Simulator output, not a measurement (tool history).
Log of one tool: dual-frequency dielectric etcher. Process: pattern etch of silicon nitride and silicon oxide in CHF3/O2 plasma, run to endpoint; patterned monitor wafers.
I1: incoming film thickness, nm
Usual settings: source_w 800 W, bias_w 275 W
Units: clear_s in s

Run 1, hour 0.0: usual settings; I1 323.9. Result: clear_s 159.0 s.
Run 2, hour 11.6: usual settings but source_w 750 W; I1 325.3. Result: clear_s 163.0 s.
Run 3, hour 25.1: usual settings but source_w 750 W; I1 324.1. Result: clear_s 163.4 s.
Run 4, hour 31.6: usual settings but source_w 750 W; I1 326.9. Result: clear_s 163.7 s.
Run 5, hour 39.2: usual settings but bias_w 293 W; I1 323.4. Result: clear_s 155.4 s.
At hour 67.0: wet clean of the chamber.
At hour 68.1: upper electrode replaced, of another model than before.
At hour 70.3: source power generator calibrated.
Run 6, hour 70.8: usual settings; I1 324.7. Result: clear_s 163.4 s.
Run 7, hour 71.1: usual settings; I1 325.3. Result: clear_s 165.4 s.
Run 8, hour 74.3: usual settings but bias_w 293 W; I1 323.5. Result: clear_s 162.0 s.
At hour 88.8: bias power generator calibrated.
Run 9, hour 92.1: usual settings but source_w 700 W, bias_w 236 W; I1 325.7. Result: clear_s 186.0 s.
Run 10, hour 98.5: usual settings but source_w 730 W, bias_w 237 W; I1 328.8. Result: clear_s 180.9 s.
Run 11, hour 111.5: usual settings but source_w 890 W; I1 323.9. Result: clear_s 151.5 s.
Run 12, hour 123.5: usual settings but source_w 730 W, bias_w 237 W; I1 327.0. Result: clear_s 179.4 s.
Run 13, hour 131.0: usual settings but source_w 650 W; I1 325.0. Result: clear_s 191.9 s.
Run 14, hour 140.9: usual settings but source_w 640 W, bias_w 340 W; I1 324.2. Result: clear_s 185.0 s.

4 ways to go on from here, each from the tool as it stands after run 14. What would each give?
Run A, hour 141.4: usual settings but bias_w 302 W; I1 326.2. Result: clear_s ?.
Run B, hour 141.4: usual settings but source_w 610 W, bias_w 293 W; I1 326.2. Result: clear_s ?.
Run C, hour 141.4: usual settings but source_w 670 W, bias_w 294 W; I1 326.2. Result: clear_s ?.
Run D, hour 141.4: usual settings but source_w 860 W, bias_w 212 W; I1 326.2. Result: clear_s ?.

run  clear_s
  A    162.1
  B    201.9
  C    186.0
  D    162.3
Without the tool's hidden state the same runs would have given:
run  clear_s
  A    164.5
  B    205.0
  C    188.8
  D    164.8
